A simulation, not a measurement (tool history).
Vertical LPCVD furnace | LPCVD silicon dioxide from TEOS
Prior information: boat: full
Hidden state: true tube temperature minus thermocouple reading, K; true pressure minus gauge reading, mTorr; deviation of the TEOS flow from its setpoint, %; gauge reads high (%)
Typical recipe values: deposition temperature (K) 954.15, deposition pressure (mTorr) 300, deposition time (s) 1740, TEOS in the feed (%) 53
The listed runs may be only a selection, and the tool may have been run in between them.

run   hour  deposition temperature (K)  deposition pressure (mTorr)  deposition time (s)  TEOS in the feed (%)  wafers since the last listed run  hours since the last temperature calibration  hours since the pressure gauge was zeroed  hours since the TEOS flow controller was replaced  hours since the gauge calibration  read-back reference wafer on the same gauge, thickness  film thickness on the monitor wafer in the middle of the boat (angstrom)
  1      0                      954.15                          300                 2250                    53                                 0                                        3918.6                                     3804.4                                             3179.9                              283.3                                                  106.98                                                                    1579.6
  2   34.7                      954.15                          300                 2250                    53                               527                                        3953.3                                     3839.1                                             3214.6                                318                                                  106.99                                                                    1580.1
  3   65.5                      954.15                          300                 2250                    53                               467                                        3984.1                                     3869.9                                             3245.4                              348.8                                                  107.01                                                                    1583.3
  4   92.7                      954.15                          300                 1740                    53                               413                                        4011.3                                     3897.1                                             3272.6                                376                                                  106.95                                                                    1223.8
  5  113.3                      954.15                          300                 1740                    53                               312                                        4031.9                                     3917.7                                             3293.2                              396.6                                                  107.02                                                                      1224
  6  135.7                      954.15                          300                 1740                    53                               340                                        4054.3                                     3940.1                                             3315.6                                419                                                  107.01                                                                    1226.5
  7  152.4                      957.15                          300                 1290                    53                               253                                          4071                                     3956.8                                             3332.3                              435.7                                                  107.02                                                                     975.4
  8    187                      957.15                          300                 1290                    53                               525                                        4105.6                                     3991.4                                             3366.9                              470.3                                                  106.93                                                                     974.8
  9  209.4                      957.15                          300                 1290                    53                               340                                          4128                                     4013.8                                             3389.3                              492.7                                                  106.99                                                                     974.7
     263.6  -- TEOS flow controller replaced
     286.4  -- thermocouples replaced and temperature profile calibrated
 10  286.9                      954.15                          300                 2040                    53                               465                                           0.5                                     4091.3                                               23.3                              570.2                                                  107.03                                                                      1325
 11  330.4                      954.15                          300                 1740                    53                               660                                            44                                     4134.8                                               66.8                              613.7                                                  107.01                                                                    1136.1
 12  343.9                      954.15                          300                 1740                    53                               205                                          57.5                                     4148.3                                               80.3                              627.2                                                  106.99                                                                    1134.8
 13  358.2                      954.15                          300                 1740                    53                               217                                          71.8                                     4162.6                                               94.6                              641.5                                                  107.02                                                                    1139.3
     360.7  -- gauge calibrated
 14  382.4                      954.15                          300                 1740                    53                               367                                            96                                     4186.8                                              118.8                               21.7                                                  107.06                                                                    1137.3
 15  403.1                      948.15                          300                 1740                    53                               314                                         116.7                                     4207.5                                              139.5                               42.4                                                  107.03                                                                     986.3
 16  428.9                      948.15                          300                 1740                    53                               391                                         142.5                                     4233.3                                              165.3                               68.2                                                  106.96                                                                     986.8
 17  441.4                      954.15                          300                 1740                    53                               189                                           155                                     4245.8                                              177.8                               80.7                                                  107.02                                                                    1143.1
     477.1  -- pressure gauge zeroed
 18  477.6                      954.15                          300                 2370                    53                               185                                         191.2                                        0.5                                                214                              116.9                                                  107.02                                                                    1559.2
 19  482.7                      948.15                          300                 1740                    53                                77                                         196.3                                        5.6                                              219.1                                122                                                  107.02                                                                     990.9
 20  503.2                      954.15                          300                 1740                    53                               311                                         216.8                                       26.1                                              239.6                              142.5                                                  106.96                                                                    1147.2
 21  519.1                      954.15                          300                 2100                    53                               241                                         232.7                                         42                                              255.5                              158.4                                                  107.03                                                                    1386.4
 22  549.4                      954.15                          370                 2430                    62                               460                                           263                                       72.3                                              285.8                              188.7                                                  106.98                                                                    1933.2
 23    585                      954.15                          340                 1290                    60                               540                                         298.6                                      107.9                                              321.4                              224.3                                                     107                                                                     968.2
 24  608.4                      954.15                          245                 1740                    45                               355                                           322                                      131.3                                              344.8                              247.7                                                  106.99                                                                     958.5
 25  625.2                      958.15                          300                 1740                    53                               255                                         338.8                                      148.1                                              361.6                              264.5                                                  107.02                                                                    1270.9
 26  651.6                      949.15                          300                 1740                    49                               401                                         365.2                                      174.5                                                388                              290.9                                                     107                                                                       982
 27  683.6                      942.15                          300                 1740                    47                               486                                         397.2                                      206.5                                                420                              322.9                                                  107.06                                                                     813.8
 28  702.9                      966.15                          360                 1980                    61                               293                                         416.5                                      225.8                                              439.3                              342.2                                                     107                                                                    2063.1
 29  724.1                      946.15                          300                 1740                    53                               322                                         437.7                                        247                                              460.5                              363.4                                                  106.98                                                                     953.4
 30  755.6                      958.15                          235                 2250                    46                               478                                         469.2                                      278.5                                                492                              394.9                                                  106.97                                                                      1362
 31  791.5                      954.15                          300                 1740                    53                               545                                         505.1                                      314.4                                              527.9                              430.8                                                     107                                                                    1161.5
 32  807.7                      964.15                          345                 1290                    46                               246                                         521.3                                      330.6                                              544.1                                447                                                  106.98                                                                    1096.3

The same runs without the tool's hidden state, with the same run-to-run variation:
run  film thickness on the monitor wafer in the middle of the boat (angstrom)
  1                                                                    1458.6
  2                                                                    1458.9
  3                                                                    1461.6
  4                                                                    1129.6
  5                                                                    1129.8
  6                                                                      1132
  7                                                                     900.7
  8                                                                       900
  9                                                                     899.8
 10                                                                    1320.9
 11                                                                    1129.8
 12                                                                    1127.6
 13                                                                    1131.2
 14                                                                    1127.7
 15                                                                     976.7
 16                                                                     975.8
 17                                                                    1129.8
 18                                                                    1538.1
 19                                                                     977.1
 20                                                                    1130.3
 21                                                                    1364.9
 22                                                                    1900.3
 23                                                                     950.1
 24                                                                     939.6
 25                                                                      1245
 26                                                                     960.4
 27                                                                     794.5
 28                                                                    2014.8
 29                                                                     929.3
 30                                                                    1326.6
 31                                                                    1129.4
 32                                                                    1065.8

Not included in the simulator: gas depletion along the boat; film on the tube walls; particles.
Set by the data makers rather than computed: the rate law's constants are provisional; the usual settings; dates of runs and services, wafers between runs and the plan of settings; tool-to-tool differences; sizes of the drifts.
